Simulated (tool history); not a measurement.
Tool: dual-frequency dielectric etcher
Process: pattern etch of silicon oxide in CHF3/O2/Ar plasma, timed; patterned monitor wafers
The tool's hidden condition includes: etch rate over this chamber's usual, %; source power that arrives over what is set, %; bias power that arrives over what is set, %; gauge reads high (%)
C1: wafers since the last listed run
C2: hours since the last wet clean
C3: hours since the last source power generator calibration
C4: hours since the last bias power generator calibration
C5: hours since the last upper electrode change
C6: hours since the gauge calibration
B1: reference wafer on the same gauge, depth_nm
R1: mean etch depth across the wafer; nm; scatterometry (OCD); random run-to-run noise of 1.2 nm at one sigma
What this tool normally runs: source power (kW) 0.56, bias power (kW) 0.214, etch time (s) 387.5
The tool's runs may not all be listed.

{"run": 1, "hour": 0.0, "source power (kW)": 0.56, "bias power (kW)": 0.234, "etch time (s)": 387.5, "C1": 0, "C2": 328.7, "C3": 2649.3, "C4": 1587.1, "C5": 4849.3, "C6": 146, "B1": 730, "R1": 845.2}
{"run": 2, "hour": 14.9, "source power (kW)": 0.56, "bias power (kW)": 0.234, "etch time (s)": 387.5, "C1": 64, "C2": 343.6, "C3": 2664.2, "C4": 1602, "C5": 4864.2, "C6": 160.9, "B1": 729.9, "R1": 847.5}
{"run": 3, "hour": 31.2, "source power (kW)": 0.56, "bias power (kW)": 0.234, "etch time (s)": 387.5, "C1": 70, "C2": 359.9, "C3": 2680.5, "C4": 1618.3, "C5": 4880.5, "C6": 177.2, "B1": 729.8, "R1": 847}
{"run": 4, "hour": 47.7, "source power (kW)": 0.56, "bias power (kW)": 0.214, "etch time (s)": 387.5, "C1": 71, "C2": 376.4, "C3": 2697, "C4": 1634.8, "C5": 4897, "C6": 193.7, "B1": 729.9, "R1": 815.3}
{"run": 5, "hour": 64.0, "source power (kW)": 0.56, "bias power (kW)": 0.214, "etch time (s)": 387.5, "C1": 70, "C2": 392.7, "C3": 2713.3, "C4": 1651.1, "C5": 4913.3, "C6": 210, "B1": 730.2, "R1": 816.4}
{"run": 6, "hour": 78.5, "source power (kW)": 0.56, "bias power (kW)": 0.214, "etch time (s)": 387.5, "C1": 62, "C2": 407.2, "C3": 2727.8, "C4": 1665.6, "C5": 4927.8, "C6": 224.5, "B1": 729.7, "R1": 818.4}
{"hour": 92.9, "done": "bias power generator calibrated"}
{"run": 7, "hour": 93.4, "source power (kW)": 0.56, "bias power (kW)": 0.214, "etch time (s)": 387.5, "C1": 47, "C2": 422.1, "C3": 2742.7, "C4": 0.5, "C5": 4942.7, "C6": 239.4, "B1": 730, "R1": 819.7}
{"hour": 102.2, "done": "source power generator calibrated"}
{"hour": 120.4, "done": "upper electrode replaced"}
{"run": 8, "hour": 120.9, "source power (kW)": 0.56, "bias power (kW)": 0.214, "etch time (s)": 387.5, "C1": 22, "C2": 449.6, "C3": 18.7, "C4": 28, "C5": 0.5, "C6": 266.9, "B1": 729.8, "R1": 820.4}
{"run": 9, "hour": 121.3, "source power (kW)": 0.56, "bias power (kW)": 0.195, "etch time (s)": 447.5, "C1": 0, "C2": 450, "C3": 19.1, "C4": 28.4, "C5": 0.9, "C6": 267.3, "B1": 729.8, "R1": 906}
{"hour": 129.1, "done": "gauge calibrated"}
{"hour": 145.0, "done": "wet clean of the chamber"}
{"run": 10, "hour": 145.5, "source power (kW)": 0.56, "bias power (kW)": 0.214, "etch time (s)": 387.5, "C1": 2, "C2": 0.5, "C3": 43.3, "C4": 52.6, "C5": 25.1, "C6": 16.4, "B1": 729.8, "R1": 795.4}
{"run": 11, "hour": 146.0, "source power (kW)": 0.44, "bias power (kW)": 0.262, "etch time (s)": 429, "C1": 2, "C2": 1, "C3": 43.8, "C4": 53.1, "C5": 25.6, "C6": 16.9, "B1": 729.9, "R1": 890}
{"run": 12, "hour": 149.7, "source power (kW)": 0.56, "bias power (kW)": 0.214, "etch time (s)": 387.5, "C1": 15, "C2": 4.7, "C3": 47.5, "C4": 56.8, "C5": 29.3, "C6": 20.6, "B1": 730, "R1": 793.4}
{"run": 13, "hour": 166.7, "source power (kW)": 0.56, "bias power (kW)": 0.214, "etch time (s)": 476.5, "C1": 73, "C2": 21.7, "C3": 64.5, "C4": 73.8, "C5": 46.3, "C6": 37.6, "B1": 730.1, "R1": 978.3}
{"run": 14, "hour": 178.2, "source power (kW)": 0.56, "bias power (kW)": 0.214, "etch time (s)": 328, "C1": 49, "C2": 33.2, "C3": 76, "C4": 85.3, "C5": 57.8, "C6": 49.1, "B1": 730.2, "R1": 672}

What will run 15 give?
{"run": 15, "hour": 189.1, "source power (kW)": 0.44, "bias power (kW)": 0.263, "etch time (s)": 328, "C1": 47, "C2": 44.1, "C3": 86.9, "C4": 96.2, "C5": 68.7, "C6": 60, "B1": "?", "R1": "?"}

Run 15 measured B1 730.5, R1 683.9 nm.
Had the tool carried no hidden state, the very same run would have given R1 678.4 nm.
